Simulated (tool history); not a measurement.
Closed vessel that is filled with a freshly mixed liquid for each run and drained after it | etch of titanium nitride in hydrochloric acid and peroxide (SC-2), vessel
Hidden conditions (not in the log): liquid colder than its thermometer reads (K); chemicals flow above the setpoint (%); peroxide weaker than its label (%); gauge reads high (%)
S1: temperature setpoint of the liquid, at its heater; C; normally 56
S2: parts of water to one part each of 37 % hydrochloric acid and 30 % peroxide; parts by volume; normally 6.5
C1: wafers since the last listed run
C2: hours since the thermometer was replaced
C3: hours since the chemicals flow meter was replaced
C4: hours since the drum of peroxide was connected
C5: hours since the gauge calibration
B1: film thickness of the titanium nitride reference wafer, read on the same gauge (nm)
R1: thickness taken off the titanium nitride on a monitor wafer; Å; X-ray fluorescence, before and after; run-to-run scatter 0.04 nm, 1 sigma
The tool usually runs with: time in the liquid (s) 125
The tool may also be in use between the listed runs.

run 1 hour=0 | S1=56 S2=6.5 time_in_the_liquid_(s)=165 | C1=0 C2=1017.2 C3=396.2 C4=1146.9 C5=1177.7 | B1=129.98 | R1=96.1
-- hour=23.8 new drum of peroxide connected
run 2 hour=100.2 | S1=56 S2=6.5 time_in_the_liquid_(s)=125 | C1=9893 C2=1117.4 C3=496.4 C4=76.4 C5=1277.9 | B1=129.99 | R1=72.6
run 3 hour=207.3 | S1=56 S2=6.5 time_in_the_liquid_(s)=125 | C1=10681 C2=1224.5 C3=603.5 C4=183.5 C5=1385 | B1=130.01 | R1=73
run 4 hour=270.8 | S1=56 S2=6.5 time_in_the_liquid_(s)=125 | C1=6333 C2=1288 C3=667 C4=247 C5=1448.5 | B1=130 | R1=72.8
run 5 hour=373.8 | S1=56 S2=6.5 time_in_the_liquid_(s)=125 | C1=10272 C2=1391 C3=770 C4=350 C5=1551.5 | B1=129.99 | R1=72.3
run 6 hour=438.5 | S1=56 S2=6.5 time_in_the_liquid_(s)=125 | C1=6452 C2=1455.7 C3=834.7 C4=414.7 C5=1616.2 | B1=129.99 | R1=72.5
run 7 hour=531.6 | S1=56 S2=6.5 time_in_the_liquid_(s)=125 | C1=9285 C2=1548.8 C3=927.8 C4=507.8 C5=1709.3 | B1=130 | R1=73.1
run 8 hour=757.7 | S1=50 S2=6.5 time_in_the_liquid_(s)=125 | C1=22550 C2=1774.9 C3=1153.9 C4=733.9 C5=1935.4 | B1=130.02 | R1=48.2
run 9 hour=834.3 | S1=50 S2=6.5 time_in_the_liquid_(s)=125 | C1=7639 C2=1851.5 C3=1230.5 C4=810.5 C5=2012 | B1=130 | R1=48.6
run 10 hour=879.5 | S1=50 S2=6.5 time_in_the_liquid_(s)=125 | C1=4508 C2=1896.7 C3=1275.7 C4=855.7 C5=2057.2 | B1=130.04 | R1=48.8
run 11 hour=977.5 | S1=50.5 S2=6.5 time_in_the_liquid_(s)=125 | C1=9774 C2=1994.7 C3=1373.7 C4=953.7 C5=2155.2 | B1=130 | R1=50
run 12 hour=1078.8 | S1=56 S2=6.5 time_in_the_liquid_(s)=125 | C1=10103 C2=2096 C3=1475 C4=1055 C5=2256.5 | B1=130.03 | R1=72.2
run 13 hour=1180.1 | S1=56 S2=6.5 time_in_the_liquid_(s)=125 | C1=10103 C2=2197.3 C3=1576.3 C4=1156.3 C5=2357.8 | B1=130.01 | R1=70.8
run 14 hour=1281.1 | S1=56 S2=6.5 time_in_the_liquid_(s)=125 | C1=10073 C2=2298.3 C3=1677.3 C4=1257.3 C5=2458.8 | B1=129.99 | R1=72.1
-- hour=1309.3 new drum of peroxide connected
run 15 hour=1340.7 | S1=56 S2=6.5 time_in_the_liquid_(s)=125 | C1=5844 C2=2357.9 C3=1736.9 C4=31.4 C5=2518.4 | B1=129.99 | R1=71.3
run 16 hour=1434.3 | S1=64 S2=9 time_in_the_liquid_(s)=100 | C1=9335 C2=2451.5 C3=1830.5 C4=125 C5=2612 | B1=130.01 | R1=72.9
run 17 hour=1528.6 | S1=65.5 S2=8.5 time_in_the_liquid_(s)=160 | C1=9405 C2=2545.8 C3=1924.8 C4=219.3 C5=2706.3 | B1=129.99 | R1=132.9
-- hour=1576.9 gauge calibrated
run 18 hour=1632.1 | S1=56 S2=6.5 time_in_the_liquid_(s)=125 | C1=10322 C2=2649.3 C3=2028.3 C4=322.8 C5=55.2 | B1=130.02 | R1=71.2
-- hour=1645.2 chemicals flow meter replaced
-- hour=1665.9 thermometer replaced
run 19 hour=1680 | S1=56 S2=6.5 time_in_the_liquid_(s)=125 | C1=4577 C2=14.1 C3=34.8 C4=370.7 C5=103.1 | B1=130.01 | R1=72.9

For run 20, what comes out?
run 20 hour=1770.8 | S1=49 S2=9.5 time_in_the_liquid_(s)=125 | C1=9056 C2=104.9 C3=125.6 C4=461.5 C5=193.9 | B1=? | R1=?

B1: 129.99
R1: 34.6 Å
Had the tool carried no hidden state, the very same run would have given R1 34.7 Å.

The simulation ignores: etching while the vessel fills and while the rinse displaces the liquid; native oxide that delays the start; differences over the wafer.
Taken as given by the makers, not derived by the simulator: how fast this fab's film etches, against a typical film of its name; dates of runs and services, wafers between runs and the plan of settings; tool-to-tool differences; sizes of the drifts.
